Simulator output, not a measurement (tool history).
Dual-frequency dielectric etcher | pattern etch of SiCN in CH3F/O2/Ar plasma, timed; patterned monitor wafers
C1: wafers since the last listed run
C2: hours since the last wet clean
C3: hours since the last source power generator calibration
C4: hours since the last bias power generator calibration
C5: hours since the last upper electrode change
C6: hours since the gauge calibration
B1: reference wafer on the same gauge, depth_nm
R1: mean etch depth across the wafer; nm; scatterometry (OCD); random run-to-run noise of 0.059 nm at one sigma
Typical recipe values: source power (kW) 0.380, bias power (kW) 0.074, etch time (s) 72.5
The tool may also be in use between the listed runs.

Run 1, day 0.000: usual settings but bias power (kW) 0.068; C1 0; C2 104.3; C3 2611.1; C4 2391.9; C5 3901.1; C6 1813.1; B1 26.60. Result: R1 24.56 nm.
Run 2, day 4.158: usual settings but bias power (kW) 0.068; C1 965; C2 204.1; C3 2710.9; C4 2491.7; C5 4000.9; C6 1912.9; B1 26.59. Result: R1 24.40 nm.
Run 3, day 8.088: usual settings; C1 911; C2 298.4; C3 2805.2; C4 2586.0; C5 4095.2; C6 2007.2; B1 26.59. Result: R1 24.96 nm.
Run 4, day 10.742: usual settings; C1 615; C2 362.1; C3 2868.9; C4 2649.7; C5 4158.9; C6 2070.9; B1 26.61. Result: R1 24.90 nm.
Run 5, day 12.321: usual settings; C1 366; C2 400.0; C3 2906.8; C4 2687.6; C5 4196.8; C6 2108.8; B1 26.60. Result: R1 24.89 nm.
At day 15.075: wet clean of the chamber.
Run 6, day 16.642: usual settings; C1 770; C2 37.6; C3 3010.5; C4 2791.3; C5 4300.5; C6 2212.5; B1 26.60. Result: R1 24.94 nm.
Run 7, day 19.571: usual settings; C1 679; C2 107.9; C3 3080.8; C4 2861.6; C5 4370.8; C6 2282.8; B1 26.59. Result: R1 24.95 nm.
Run 8, day 21.375: usual settings; C1 418; C2 151.2; C3 3124.1; C4 2904.9; C5 4414.1; C6 2326.1; B1 26.60. Result: R1 25.05 nm.
At day 32.771: bias power generator calibrated.
Run 9, day 33.538: usual settings but source power (kW) 0.410, bias power (kW) 0.081; C1 2784; C2 443.1; C3 3416.0; C4 18.4; C5 4706.0; C6 2618.0; B1 26.58. Result: R1 26.73 nm.
At day 34.804: wet clean of the chamber.
Run 10, day 35.771: usual settings but source power (kW) 0.410, bias power (kW) 0.081; C1 286; C2 23.2; C3 3469.6; C4 72.0; C5 4759.6; C6 2671.6; B1 26.60. Result: R1 26.74 nm.
Run 11, day 38.733: usual settings but source power (kW) 0.410, bias power (kW) 0.081; C1 687; C2 94.3; C3 3540.7; C4 143.1; C5 4830.7; C6 2742.7; B1 26.60. Result: R1 26.76 nm.
At day 39.233: gauge calibrated.
Run 12, day 41.250: usual settings but etch time (s) 88.0; C1 584; C2 154.7; C3 3601.1; C4 203.5; C5 4891.1; C6 48.4; B1 26.60. Result: R1 30.46 nm.
Run 13, day 43.483: usual settings but etch time (s) 88.0; C1 518; C2 208.3; C3 3654.7; C4 257.1; C5 4944.7; C6 102.0; B1 26.61. Result: R1 30.52 nm.
Run 14, day 47.721: usual settings but etch time (s) 60.5; C1 983; C2 310.0; C3 3756.4; C4 358.8; C5 5046.4; C6 203.7; B1 26.61. Result: R1 20.97 nm.
Run 15, day 50.846: usual settings; C1 725; C2 385.0; C3 3831.4; C4 433.8; C5 5121.4; C6 278.7; B1 26.60. Result: R1 25.12 nm.
Run 16, day 53.625: usual settings but source power (kW) 0.290, bias power (kW) 0.083, etch time (s) 83.0; C1 644; C2 451.7; C3 3898.1; C4 500.5; C5 5188.1; C6 345.4; B1 26.60. Result: R1 25.76 nm.
At day 56.679: wet clean of the chamber.
At day 56.879: upper electrode replaced.
Run 17, day 63.658: usual settings but source power (kW) 0.430, bias power (kW) 0.090; C1 2050; C2 167.5; C3 4138.9; C4 741.3; C5 162.7; C6 586.2; B1 26.59. Result: R1 28.19 nm.
Run 18, day 67.312: usual settings; C1 848; C2 255.2; C3 4226.6; C4 829.0; C5 250.4; C6 673.9; B1 26.60. Result: R1 25.18 nm.
At day 67.958: source power generator calibrated.
Run 19, day 70.912: usual settings but etch time (s) 84.0; C1 796; C2 341.6; C3 70.9; C4 915.4; C5 336.8; C6 760.3; B1 26.60. Result: R1 29.87 nm.
Run 20, day 74.217: usual settings but source power (kW) 0.410, etch time (s) 81.0; C1 766; C2 420.9; C3 150.2; C4 994.7; C5 416.1; C6 839.6; B1 26.60. Result: R1 29.64 nm.
At day 76.333: wet clean of the chamber.
Run 21, day 76.662: usual settings but source power (kW) 0.340, bias power (kW) 0.084, etch time (s) 53.0; C1 335; C2 7.9; C3 208.9; C4 1053.4; C5 474.8; C6 898.3; B1 26.61. Result: R1 18.23 nm.
Run 22, day 79.750: usual settings but source power (kW) 0.410, bias power (kW) 0.081; C1 716; C2 82.0; C3 283.0; C4 1127.5; C5 548.9; C6 972.4; B1 26.58. Result: R1 27.15 nm.
Run 23, day 81.425: usual settings but source power (kW) 0.290, bias power (kW) 0.063, etch time (s) 81.0; C1 388; C2 122.2; C3 323.2; C4 1167.7; C5 589.1; C6 1012.6; B1 26.60. Result: R1 23.67 nm.
Run 24, day 85.604: usual settings but source power (kW) 0.300; C1 969; C2 222.5; C3 423.5; C4 1268.0; C5 689.4; C6 1112.9; B1 26.61. Result: R1 22.63 nm.
Run 25, day 88.662: usual settings but source power (kW) 0.340, bias power (kW) 0.090, etch time (s) 52.5; C1 709; C2 295.9; C3 496.9; C4 1341.4; C5 762.8; C6 1186.3; B1 26.60. Result: R1 18.42 nm.
Run 26, day 92.033: usual settings but bias power (kW) 0.064, etch time (s) 63.0; C1 782; C2 376.8; C3 577.8; C4 1422.3; C5 843.7; C6 1267.2; B1 26.60. Result: R1 21.25 nm.

Hidden state, per run?
etch rate over this chamber's usual, %: 0 at every run
gauge reads high (%): 0 at every run
H1: source power that arrives over what is set, %
H2: bias power that arrives over what is set, %
run      H1      H2
  1   -4.27   -2.56
  2   -4.32   -2.81
  3   -4.36   -3.06
  4   -4.39   -3.23
  5    -4.4   -3.33
  6   -4.44   -3.63
  7   -4.47   -3.83
  8   -4.49   -3.96
  9   -4.57  -0.476
 10   -4.59  -0.478
 11   -4.61  -0.486
 12   -4.62  -0.497
 13   -4.63   -0.51
 14   -4.66  -0.542
 15   -4.67  -0.572
 16   -4.68  -0.605
 17   -4.72  -0.758
 18   -4.74  -0.829
 19  -0.513  -0.907
 20   -0.82  -0.985
 21   -1.03   -1.05
 22   -1.29   -1.13
 23   -1.43   -1.18
 24   -1.74    -1.3
 25   -1.95    -1.4
 26   -2.18   -1.52
